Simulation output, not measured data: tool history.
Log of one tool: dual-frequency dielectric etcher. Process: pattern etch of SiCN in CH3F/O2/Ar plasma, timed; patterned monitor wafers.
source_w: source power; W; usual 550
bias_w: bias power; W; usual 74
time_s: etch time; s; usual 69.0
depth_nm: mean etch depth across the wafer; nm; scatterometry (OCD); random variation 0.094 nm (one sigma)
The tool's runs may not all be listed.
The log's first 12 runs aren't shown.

run	hour	source_w	bias_w	time_s	read-back reference wafer on the same gauge, depth_nm	depth_nm
13	188.8	550	58	69.0	28.49	25.33
14	189.2	550	58	69.0	28.50	25.38
15	202.0	550	74	69.0	28.51	28.45
16	209.9	550	84	51.5	28.50	22.68
17	223.1	550	74	69.0	28.50	28.58
18	231.4	410	74	56.0	28.50	20.12
19	241.3	660	65	69.0	28.51	29.36
20	257.4	550	74	69.0	28.51	28.75
21	274.9	610	89	69.0	28.49	32.82
22	281.7	610	74	84.0	28.52	36.67
23	315.6	550	74	82.0	28.52	34.07
24	328.4	640	74	69.0	28.49	30.96
25	336.0	550	74	69.0	28.48	28.84
26	347.0	550	74	79.0	28.51	33.00
27	357.0	450	74	69.0	28.50	26.22
28	364.9	550	82	69.0	28.49	30.34
29	372.9	550	74	69.0	28.50	28.77
30	385.4	550	74	69.0	28.50	28.71

Forecast each of these 4 alternatives for the next run:
A	385.8	550	74	69.0	?	?
B	385.8	590	68	56.5	?	?
C	385.8	550	60	69.0	?	?
D	385.8	490	81	61.5	?	?

run	read-back reference wafer on the same gauge, depth_nm	depth_nm
A	28.49	28.85
B	28.49	23.43
C	28.49	26.01
D	28.49	25.43
Without the tool's hidden state the same runs would have given:
run	depth_nm
A	28.50
B	23.15
C	25.70
D	25.13
